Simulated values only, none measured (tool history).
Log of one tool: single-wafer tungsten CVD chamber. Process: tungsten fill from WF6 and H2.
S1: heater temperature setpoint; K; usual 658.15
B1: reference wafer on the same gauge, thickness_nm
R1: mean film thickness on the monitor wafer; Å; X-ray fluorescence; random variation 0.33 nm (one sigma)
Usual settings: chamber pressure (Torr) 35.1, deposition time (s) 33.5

Run 1, hour 0.0: usual settings but chamber pressure (Torr) 32.2, deposition time (s) 37.3; B1 90.142. Result: R1 859.26 Å.
Run 2, hour 34.7: usual settings but chamber pressure (Torr) 31.2; B1 90.247. Result: R1 767.50 Å.
Run 3, hour 74.1: usual settings but chamber pressure (Torr) 31.2; B1 90.182. Result: R1 768.29 Å.
Run 4, hour 141.9: usual settings; B1 90.286. Result: R1 812.95 Å.
Run 5, hour 206.3: usual settings; B1 90.189. Result: R1 812.77 Å.
Run 6, hour 266.2: usual settings; B1 90.204. Result: R1 820.00 Å.
Run 7, hour 326.7: usual settings; B1 90.122. Result: R1 821.66 Å.
Run 8, hour 375.9: usual settings but chamber pressure (Torr) 29.5; B1 90.142. Result: R1 760.90 Å.
At hour 427.4: thermocouple changed; heater temperature recalibrated.
At hour 449.2: showerhead replaced.
Run 9, hour 449.7: usual settings but S1 666.15 K; B1 90.158. Result: R1 882.27 Å.
Run 10, hour 506.0: usual settings but chamber pressure (Torr) 40.8, deposition time (s) 36.7; B1 90.332. Result: R1 915.90 Å.
At hour 563.8: gauge calibrated.
At hour 566.8: capacitance manometer re-zeroed and calibrated.
Run 11, hour 567.3: usual settings but chamber pressure (Torr) 30.9; B1 90.159. Result: R1 727.69 Å.
Run 12, hour 627.0: usual settings but S1 670.15 K, deposition time (s) 36.7; B1 90.143. Result: R1 1040.91 Å.
Run 13, hour 672.4: usual settings but deposition time (s) 40.1; B1 90.198. Result: R1 936.29 Å.
Run 14, hour 710.9: usual settings but S1 646.15 K; B1 90.208. Result: R1 628.88 Å.
Run 15, hour 773.5: usual settings; B1 90.205. Result: R1 782.05 Å.
Run 16, hour 802.4: usual settings; B1 90.159. Result: R1 781.43 Å.
Run 17, hour 859.2: usual settings; B1 90.190. Result: R1 789.97 Å.

Forecast each of these 3 alternatives for the next run:
Run A, hour 859.6: usual settings but chamber pressure (Torr) 43.3; B1 ?. Result: R1 ?.
Run B, hour 859.6: usual settings but S1 671.15 K, chamber pressure (Torr) 42.4; B1 ?. Result: R1 ?.
Run C, hour 859.6: usual settings but S1 648.15 K, chamber pressure (Torr) 39.4, deposition time (s) 36.5; B1 ?. Result: R1 ?.

run      B1       R1
  A  90.287   870.45
  B  90.287  1072.57
  C  90.287   759.42
Without the tool's hidden state the same runs would have given:
run       R1
  A   849.45
  B  1048.12
  C   740.36

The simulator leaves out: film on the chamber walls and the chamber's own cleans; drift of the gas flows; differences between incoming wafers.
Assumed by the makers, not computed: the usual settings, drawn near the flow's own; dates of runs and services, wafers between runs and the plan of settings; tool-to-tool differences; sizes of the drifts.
